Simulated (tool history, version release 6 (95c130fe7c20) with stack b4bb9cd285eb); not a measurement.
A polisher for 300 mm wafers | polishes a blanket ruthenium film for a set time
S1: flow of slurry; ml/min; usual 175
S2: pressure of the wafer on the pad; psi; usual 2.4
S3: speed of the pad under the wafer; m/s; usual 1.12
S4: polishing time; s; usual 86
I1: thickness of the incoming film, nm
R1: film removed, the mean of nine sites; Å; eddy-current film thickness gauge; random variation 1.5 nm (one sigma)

| run | hour | S1 | S2 | S3 | S4 | I1 | R1 |
|---|---|---|---|---|---|---|---|
| 1 | 0.0 | 175 | 2.4 | 1.12 | 86 | 499.1 | 1174 |
| 2 | 31.1 | 175 | 2.4 | 1.12 | 86 | 503.3 | 1173 |
| 3 | 64.6 | 175 | 1.9 | 1.12 | 86 | 497.5 | 887 |
| 4 | 97.2 | 175 | 2.0 | 0.84 | 86 | 505.5 | 790 |
|  | 106.7 | worn pad replaced by a new one, of another model than before |
| 5 | 121.7 | 175 | 2.0 | 0.84 | 86 | 498.1 | 971 |
| 6 | 144.1 | 175 | 2.4 | 1.12 | 86 | 498.3 | 1196 |
| 7 | 163.1 | 175 | 2.4 | 1.12 | 86 | 497.7 | 1210 |
| 8 | 195.7 | 175 | 2.4 | 1.12 | 86 | 507.6 | 1171 |
| 9 | 208.7 | 230 | 3.0 | 1.12 | 86 | 495.1 | 1414 |
| 10 | 229.5 | 230 | 2.4 | 1.12 | 86 | 501.0 | 1194 |
|  | 235.9 | head pressure recalibrated |
|  | 253.0 | worn pad replaced by a new one |
| 11 | 264.9 | 120 | 3.0 | 1.12 | 96 | 501.8 | 1282 |
|  | 267.9 | slurry nozzle cleaned |
| 12 | 291.5 | 175 | 2.4 | 1.12 | 86 | 505.6 | 1220 |
| 13 | 324.2 | 210 | 1.9 | 1.12 | 96 | 503.4 | 1129 |
| 14 | 407.7 | 190 | 1.7 | 1.12 | 86 | 495.2 | 857 |
| 15 | 424.2 | 215 | 2.6 | 0.82 | 102 | 500.5 | 1246 |

Forecast each of these 5 alternatives for the next run:
| A | 424.6 | 175 | 2.4 | 0.96 | 86 | 498.0 | ? |
| B | 424.6 | 175 | 2.7 | 1.12 | 86 | 498.0 | ? |
| C | 424.6 | 175 | 2.0 | 1.12 | 86 | 498.0 | ? |
| D | 424.6 | 175 | 2.1 | 1.12 | 111 | 498.0 | ? |
| E | 424.6 | 225 | 2.9 | 0.76 | 62 | 498.0 | ? |

| run | R1 |
|---|---|
| A | 999 |
| B | 1168 |
| C | 938 |
| D | 1253 |
| E | 799 |
Without the tool's hidden state the same runs would have given:
| run | R1 |
|---|---|
| A | 1171 |
| B | 1370 |
| C | 1100 |
| D | 1469 |
| E | 936 |

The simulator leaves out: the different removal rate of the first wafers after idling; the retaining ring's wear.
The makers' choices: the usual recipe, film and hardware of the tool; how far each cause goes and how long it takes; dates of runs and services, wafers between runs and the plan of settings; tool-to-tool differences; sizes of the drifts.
